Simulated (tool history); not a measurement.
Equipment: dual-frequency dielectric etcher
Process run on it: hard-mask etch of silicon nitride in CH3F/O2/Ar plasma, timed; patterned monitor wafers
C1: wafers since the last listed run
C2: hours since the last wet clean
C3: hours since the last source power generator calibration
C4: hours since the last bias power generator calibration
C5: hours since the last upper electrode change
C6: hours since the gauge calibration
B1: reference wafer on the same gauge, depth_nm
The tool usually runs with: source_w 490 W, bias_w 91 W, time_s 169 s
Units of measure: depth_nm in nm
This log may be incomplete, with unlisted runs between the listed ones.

Run 1, day 0: usual settings; C1 0; C2 25.2; C3 417.1; C4 4026.7; C5 1807.9; C6 654.2; B1 114. Result: depth_nm 132.7 nm.
Run 2, day 2.312: usual settings but bias_w 83 W; C1 365; C2 80.7; C3 472.6; C4 4082.2; C5 1863.4; C6 709.7; B1 114. Result: depth_nm 129.7 nm.
Run 3, day 4.571: usual settings but bias_w 83 W; C1 356; C2 134.9; C3 526.8; C4 4136.4; C5 1917.6; C6 763.9; B1 114. Result: depth_nm 129.4 nm.
Run 4, day 8.938: usual settings; C1 689; C2 239.7; C3 631.6; C4 4241.2; C5 2022.4; C6 868.7; B1 113.9. Result: depth_nm 132.3 nm.
Run 5, day 11.138: usual settings; C1 347; C2 292.5; C3 684.4; C4 4294; C5 2075.2; C6 921.5; B1 114. Result: depth_nm 131.6 nm.
Run 6, day 14.667: usual settings; C1 557; C2 377.2; C3 769.1; C4 4378.7; C5 2159.9; C6 1006.2; B1 114. Result: depth_nm 132 nm.
Run 7, day 16.45: usual settings but bias_w 99 W; C1 281; C2 420; C3 811.9; C4 4421.5; C5 2202.7; C6 1049; B1 114. Result: depth_nm 134.5 nm.
Run 8, day 19.233: usual settings but bias_w 99 W; C1 439; C2 486.8; C3 878.7; C4 4488.3; C5 2269.5; C6 1115.8; B1 114.1. Result: depth_nm 133.3 nm.
Run 9, day 21.029: usual settings; C1 283; C2 529.9; C3 921.8; C4 4531.4; C5 2312.6; C6 1158.9; B1 113.9. Result: depth_nm 131.4 nm.
At day 23.8: wet clean of the chamber.
Run 10, day 23.821: usual settings; C1 282; C2 0.5; C3 988.8; C4 4598.4; C5 2379.6; C6 1225.9; B1 114. Result: depth_nm 133.5 nm.
Run 11, day 28.479: usual settings; C1 735; C2 112.3; C3 1100.6; C4 4710.2; C5 2491.4; C6 1337.7; B1 114.1. Result: depth_nm 133 nm.
At day 28.658: bias power generator calibrated.
Run 12, day 32.733: usual settings but bias_w 102 W, time_s 204.5 s; C1 645; C2 214.4; C3 1202.7; C4 97.8; C5 2593.5; C6 1439.8; B1 114. Result: depth_nm 164.2 nm.
Run 13, day 34.896: usual settings but bias_w 82 W, time_s 156 s; C1 341; C2 266.3; C3 1254.6; C4 149.7; C5 2645.4; C6 1491.7; B1 114. Result: depth_nm 118.1 nm.
Run 14, day 39.396: usual settings but source_w 440 W, bias_w 100 W, time_s 135.5 s; C1 710; C2 374.3; C3 1362.6; C4 257.7; C5 2753.4; C6 1599.7; B1 114. Result: depth_nm 104.5 nm.
Run 15, day 42.175: usual settings but source_w 440 W, bias_w 77 W, time_s 142.5 s; C1 438; C2 441; C3 1429.3; C4 324.4; C5 2820.1; C6 1666.4; B1 114. Result: depth_nm 102.8 nm.
At day 49.433: wet clean of the chamber.
Run 16, day 54.121: usual settings but time_s 147.5 s; C1 1728; C2 112.5; C3 1716; C4 611.1; C5 3106.8; C6 1953.1; B1 114. Result: depth_nm 114.7 nm.
Run 17, day 56.983: usual settings; C1 451; C2 181.2; C3 1784.7; C4 679.8; C5 3175.5; C6 2021.8; B1 114. Result: depth_nm 131.1 nm.
Run 18, day 60.75: usual settings but bias_w 101 W, time_s 185.5 s; C1 594; C2 271.6; C3 1875.1; C4 770.2; C5 3265.9; C6 2112.2; B1 114.1. Result: depth_nm 147.4 nm.
Run 19, day 64.088: usual settings; C1 526; C2 351.7; C3 1955.2; C4 850.3; C5 3346; C6 2192.3; B1 114. Result: depth_nm 130.5 nm.
At day 65.658: upper electrode replaced.
At day 66.133: gauge calibrated.
Run 20, day 66.6: usual settings; C1 238; C2 412; C3 2015.5; C4 910.6; C5 22.6; C6 11.2; B1 114. Result: depth_nm 129.9 nm.
At day 69.575: wet clean of the chamber.
At day 70.054: source power generator calibrated.
Run 21, day 70.504: usual settings but bias_w 109 W; C1 432; C2 22.3; C3 10.8; C4 1004.3; C5 116.3; C6 104.9; B1 114. Result: depth_nm 139.3 nm.
Run 22, day 72.129: usual settings but source_w 400 W, bias_w 114 W, time_s 191.5 s; C1 256; C2 61.3; C3 49.8; C4 1043.3; C5 155.3; C6 143.9; B1 114. Result: depth_nm 150.1 nm.
Run 23, day 75.358: usual settings but source_w 580 W, bias_w 80 W, time_s 210.5 s; C1 509; C2 138.8; C3 127.3; C4 1120.8; C5 232.8; C6 221.4; B1 113.9. Result: depth_nm 168.3 nm.
Run 24, day 78.042: usual settings but bias_w 85 W; C1 423; C2 203.2; C3 191.7; C4 1185.2; C5 297.2; C6 285.8; B1 114. Result: depth_nm 129.6 nm.
Run 25, day 81.688: usual settings but time_s 143 s; C1 575; C2 290.7; C3 279.2; C4 1272.7; C5 384.7; C6 373.3; B1 114. Result: depth_nm 111.6 nm.
Run 26, day 85.592: usual settings but source_w 370 W, time_s 216.5 s; C1 616; C2 384.4; C3 372.9; C4 1366.4; C5 478.4; C6 467; B1 113.9. Result: depth_nm 156.2 nm.
At day 89.367: wet clean of the chamber.
Run 27, day 89.388: usual settings but source_w 400 W, bias_w 107 W; C1 441; C2 0.5; C3 464; C4 1457.5; C5 569.5; C6 558.1; B1 114.1. Result: depth_nm 131.6 nm.

Run 28 has not been measured yet. What should we expect?
Run 28, day 92.012: usual settings but source_w 430 W; C1 414; C2 63.5; C3 527; C4 1520.5; C5 632.5; C6 621.1; B1 ?. Result: depth_nm ?.

B1: 114.1
depth_nm: 128.2 nm
Without the tool's hidden state the same run would have given depth_nm 128.4 nm.
